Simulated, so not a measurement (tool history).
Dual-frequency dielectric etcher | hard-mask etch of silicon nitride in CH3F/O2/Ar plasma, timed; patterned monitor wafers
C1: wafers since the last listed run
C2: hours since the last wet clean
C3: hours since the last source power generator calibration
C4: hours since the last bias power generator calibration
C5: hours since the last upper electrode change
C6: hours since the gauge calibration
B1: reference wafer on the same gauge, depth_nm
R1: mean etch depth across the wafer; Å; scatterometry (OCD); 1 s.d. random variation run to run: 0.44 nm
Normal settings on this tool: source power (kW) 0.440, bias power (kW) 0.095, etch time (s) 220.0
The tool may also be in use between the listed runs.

{"run": 1, "hour": 0.0, "source power (kW)": 0.44, "bias power (kW)": 0.095, "etch time (s)": 169.0, "C1": 0, "C2": 338.4, "C3": 2307.9, "C4": 1664.9, "C5": 4928.7, "C6": 278.3, "B1": 155.0, "R1": 1429}
{"run": 2, "hour": 21.1, "source power (kW)": 0.44, "bias power (kW)": 0.095, "etch time (s)": 174.5, "C1": 200, "C2": 359.5, "C3": 2329.0, "C4": 1686.0, "C5": 4949.8, "C6": 299.4, "B1": 155.0, "R1": 1481}
{"hour": 61.0, "done": "wet clean of the chamber"}
{"run": 3, "hour": 61.5, "source power (kW)": 0.51, "bias power (kW)": 0.101, "etch time (s)": 220.0, "C1": 155, "C2": 0.5, "C3": 2369.4, "C4": 1726.4, "C5": 4990.2, "C6": 339.8, "B1": 155.1, "R1": 2086}
{"run": 4, "hour": 77.7, "source power (kW)": 0.51, "bias power (kW)": 0.101, "etch time (s)": 220.0, "C1": 153, "C2": 16.7, "C3": 2385.6, "C4": 1742.6, "C5": 5006.4, "C6": 356.0, "B1": 155.1, "R1": 2084}
{"run": 5, "hour": 104.2, "source power (kW)": 0.51, "bias power (kW)": 0.101, "etch time (s)": 220.0, "C1": 251, "C2": 43.2, "C3": 2412.1, "C4": 1769.1, "C5": 5032.9, "C6": 382.5, "B1": 155.0, "R1": 2090}
{"run": 6, "hour": 123.9, "source power (kW)": 0.44, "bias power (kW)": 0.095, "etch time (s)": 268.0, "C1": 187, "C2": 62.9, "C3": 2431.8, "C4": 1788.8, "C5": 5052.6, "C6": 402.2, "B1": 154.9, "R1": 2281}
{"run": 7, "hour": 150.1, "source power (kW)": 0.44, "bias power (kW)": 0.095, "etch time (s)": 268.0, "C1": 248, "C2": 89.1, "C3": 2458.0, "C4": 1815.0, "C5": 5078.8, "C6": 428.4, "B1": 154.9, "R1": 2269}
{"run": 8, "hour": 176.8, "source power (kW)": 0.44, "bias power (kW)": 0.095, "etch time (s)": 268.0, "C1": 253, "C2": 115.8, "C3": 2484.7, "C4": 1841.7, "C5": 5105.5, "C6": 455.1, "B1": 155.0, "R1": 2277}
{"run": 9, "hour": 204.3, "source power (kW)": 0.44, "bias power (kW)": 0.095, "etch time (s)": 220.0, "C1": 261, "C2": 143.3, "C3": 2512.2, "C4": 1869.2, "C5": 5133.0, "C6": 482.6, "B1": 155.0, "R1": 1870}
{"run": 10, "hour": 229.8, "source power (kW)": 0.44, "bias power (kW)": 0.095, "etch time (s)": 220.0, "C1": 242, "C2": 168.8, "C3": 2537.7, "C4": 1894.7, "C5": 5158.5, "C6": 508.1, "B1": 154.9, "R1": 1860}
{"hour": 267.1, "done": "upper electrode replaced"}
{"run": 11, "hour": 267.6, "source power (kW)": 0.44, "bias power (kW)": 0.095, "etch time (s)": 220.0, "C1": 131, "C2": 206.6, "C3": 2575.5, "C4": 1932.5, "C5": 0.5, "C6": 545.9, "B1": 155.1, "R1": 1867}
{"run": 12, "hour": 291.4, "source power (kW)": 0.44, "bias power (kW)": 0.095, "etch time (s)": 220.0, "C1": 226, "C2": 230.4, "C3": 2599.3, "C4": 1956.3, "C5": 24.3, "C6": 569.7, "B1": 155.0, "R1": 1874}
{"run": 13, "hour": 315.0, "source power (kW)": 0.44, "bias power (kW)": 0.095, "etch time (s)": 220.0, "C1": 224, "C2": 254.0, "C3": 2622.9, "C4": 1979.9, "C5": 47.9, "C6": 593.3, "B1": 154.9, "R1": 1867}
{"run": 14, "hour": 336.3, "source power (kW)": 0.44, "bias power (kW)": 0.095, "etch time (s)": 220.0, "C1": 202, "C2": 275.3, "C3": 2644.2, "C4": 2001.2, "C5": 69.2, "C6": 614.6, "B1": 154.9, "R1": 1855}
{"hour": 354.7, "done": "gauge calibrated"}
{"run": 15, "hour": 366.7, "source power (kW)": 0.49, "bias power (kW)": 0.086, "etch time (s)": 164.5, "C1": 288, "C2": 305.7, "C3": 2674.6, "C4": 2031.6, "C5": 99.6, "C6": 12.0, "B1": 155.1, "R1": 1422}
{"hour": 388.4, "done": "bias power generator calibrated"}
{"run": 16, "hour": 388.9, "source power (kW)": 0.44, "bias power (kW)": 0.095, "etch time (s)": 220.0, "C1": 172, "C2": 327.9, "C3": 2696.8, "C4": 0.5, "C5": 121.8, "C6": 34.2, "B1": 155.1, "R1": 1779}
{"run": 17, "hour": 423.2, "source power (kW)": 0.44, "bias power (kW)": 0.095, "etch time (s)": 220.0, "C1": 325, "C2": 362.2, "C3": 2731.1, "C4": 34.8, "C5": 156.1, "C6": 68.5, "B1": 155.0, "R1": 1784}
{"hour": 437.0, "done": "source power generator calibrated"}
{"hour": 448.3, "done": "wet clean of the chamber"}
{"run": 18, "hour": 448.8, "source power (kW)": 0.44, "bias power (kW)": 0.105, "etch time (s)": 158.0, "C1": 97, "C2": 0.5, "C3": 11.8, "C4": 60.4, "C5": 181.7, "C6": 94.1, "B1": 154.9, "R1": 1340}
{"run": 19, "hour": 467.6, "source power (kW)": 0.47, "bias power (kW)": 0.081, "etch time (s)": 271.0, "C1": 178, "C2": 19.3, "C3": 30.6, "C4": 79.2, "C5": 200.5, "C6": 112.9, "B1": 155.2, "R1": 2124}
{"run": 20, "hour": 485.1, "source power (kW)": 0.38, "bias power (kW)": 0.082, "etch time (s)": 220.0, "C1": 166, "C2": 36.8, "C3": 48.1, "C4": 96.7, "C5": 218.0, "C6": 130.4, "B1": 154.9, "R1": 1519}
{"run": 21, "hour": 510.8, "source power (kW)": 0.5, "bias power (kW)": 0.095, "etch time (s)": 220.0, "C1": 244, "C2": 62.5, "C3": 73.8, "C4": 122.4, "C5": 243.7, "C6": 156.1, "B1": 155.1, "R1": 1920}
{"hour": 532.1, "done": "bias power generator calibrated, repeated, since the last time left the tool worse"}
{"run": 22, "hour": 535.9, "source power (kW)": 0.36, "bias power (kW)": 0.088, "etch time (s)": 237.0, "C1": 200, "C2": 87.6, "C3": 98.9, "C4": 3.8, "C5": 268.8, "C6": 181.2, "B1": 155.0, "R1": 1685}
{"run": 23, "hour": 610.1, "source power (kW)": 0.51, "bias power (kW)": 0.087, "etch time (s)": 285.0, "C1": 704, "C2": 161.8, "C3": 173.1, "C4": 78.0, "C5": 343.0, "C6": 255.4, "B1": 155.0, "R1": 2489}
{"run": 24, "hour": 633.4, "source power (kW)": 0.44, "bias power (kW)": 0.095, "etch time (s)": 220.0, "C1": 221, "C2": 185.1, "C3": 196.4, "C4": 101.3, "C5": 366.3, "C6": 278.7, "B1": 154.9, "R1": 1846}
{"run": 25, "hour": 652.4, "source power (kW)": 0.41, "bias power (kW)": 0.095, "etch time (s)": 220.0, "C1": 180, "C2": 204.1, "C3": 215.4, "C4": 120.3, "C5": 385.3, "C6": 297.7, "B1": 154.9, "R1": 1766}
{"run": 26, "hour": 684.4, "source power (kW)": 0.54, "bias power (kW)": 0.095, "etch time (s)": 220.0, "C1": 303, "C2": 236.1, "C3": 247.4, "C4": 152.3, "C5": 417.3, "C6": 329.7, "B1": 154.9, "R1": 2057}
{"run": 27, "hour": 704.6, "source power (kW)": 0.44, "bias power (kW)": 0.095, "etch time (s)": 203.0, "C1": 191, "C2": 256.3, "C3": 267.6, "C4": 172.5, "C5": 437.5, "C6": 349.9, "B1": 154.9, "R1": 1698}
{"run": 28, "hour": 726.8, "source power (kW)": 0.44, "bias power (kW)": 0.095, "etch time (s)": 220.0, "C1": 210, "C2": 278.5, "C3": 289.8, "C4": 194.7, "C5": 459.7, "C6": 372.1, "B1": 155.0, "R1": 1839}
{"run": 29, "hour": 746.9, "source power (kW)": 0.44, "bias power (kW)": 0.095, "etch time (s)": 220.0, "C1": 190, "C2": 298.6, "C3": 309.9, "C4": 214.8, "C5": 479.8, "C6": 392.2, "B1": 155.1, "R1": 1839}

State the hidden condition of the tool at each of the runs:
etch rate over this chamber's usual, %: 0 across all the runs
source power that arrives over what is set, %: 0 across all the runs
gauge reads high (%): 0 across all the runs
H1: bias power that arrives over what is set, %
run=1 H1=3.89
run=2 H1=3.9
run=3 H1=3.92
run=4 H1=3.92
run=5 H1=3.94
run=6 H1=3.94
run=7 H1=3.95
run=8 H1=3.96
run=9 H1=3.97
run=10 H1=3.98
run=11 H1=4
run=12 H1=4.01
run=13 H1=4.01
run=14 H1=4.02
run=15 H1=4.03
run=16 H1=-6.5
run=17 H1=-6.32
run=18 H1=-6.19
run=19 H1=-6.1
run=20 H1=-6.02
run=21 H1=-5.9
run=22 H1=0.303
run=23 H1=0.681
run=24 H1=0.791
run=25 H1=0.879
run=26 H1=1.02
run=27 H1=1.11
run=28 H1=1.2
run=29 H1=1.28
